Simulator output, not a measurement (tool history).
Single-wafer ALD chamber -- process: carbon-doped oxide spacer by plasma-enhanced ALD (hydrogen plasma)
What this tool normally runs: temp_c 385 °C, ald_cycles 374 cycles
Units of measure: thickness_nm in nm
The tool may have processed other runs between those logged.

run    hour  temp_c  ald_cycles  read-back reference wafer on the same gauge, thickness_nm  thickness_nm
  1       0     385         336                                                     16.399        16.635
  2    68.1     385         336                                                     16.388        16.642
  3    91.1     385         336                                                     16.402        16.628
  4     113     378         374                                                     16.403        18.487
  5   144.4     385         412                                                     16.399        20.478
  6   160.6     385         374                                                     16.393        18.518
  7   181.1     385         374                                                     16.401        18.542
  8   198.7     385         374                                                      16.41        18.592
  9   228.1     385         374                                                     16.408        18.588
 10   257.1     385         374                                                     16.419        18.594
 11   274.1     385         374                                                     16.407        18.597
 12   306.5     385         374                                                     16.402        18.511
 13   332.4     385         374                                                     16.397        18.562
      358.6  -- thermocouple changed; heater temperature recalibrated
 14   360.3     395         374                                                      16.41        18.487
 15   410.5     395         374                                                     16.391        18.548
 16   423.7     381         374                                                     16.404        18.547
 17   451.9     394         411                                                     16.397        20.361
 18     467     394         411                                                     16.401        20.382
 19   482.5     376         374                                                     16.406        18.481
 20     511     376         374                                                     16.408        18.517
 21   524.8     385         374                                                     16.404        18.455
 22   540.3     399         336                                                     16.412        16.612
 23   566.1     393         343                                                      16.41        16.953
      585.9  -- gauge calibrated
 24   667.1     385         374                                                     16.407        18.552
 25   698.4     385         374                                                     16.411        18.546
 26   732.2     380         374                                                     16.406        18.517
 27     758     377         306                                                     16.398        15.179
 28   791.6     385         374                                                     16.412        18.564
 29   807.2     394         411                                                     16.399        20.452
 30     839     395         437                                                     16.394        21.771
 31   869.2     398         327                                                       16.4        16.329
 32     889     385         374                                                     16.399        18.592
 33   901.7     371         324                                                     16.406        16.109
 34   930.3     375         394                                                     16.399         19.45
 35   958.6     385         374                                                     16.398        18.493
 36   973.7     380         442                                                     16.392        21.961
 37  1006.6     374         331                                                     16.394        16.476
 38  1033.9     400         413                                                     16.404        20.448
 39  1064.7     374         432                                                     16.402        21.455
 40  1078.3     375         448                                                     16.392        22.254
 41  1102.1     392         327                                                     16.405        16.199
 42  1131.5     391         374                                                     16.396        18.492
 43  1144.2     385         374                                                     16.401        18.563

What was the tool's hidden state at every run in the log?
wafer temperature above the value expected at the setpoint (K): 0, the same for each run
gauge reads high (%): 0, the same for each run
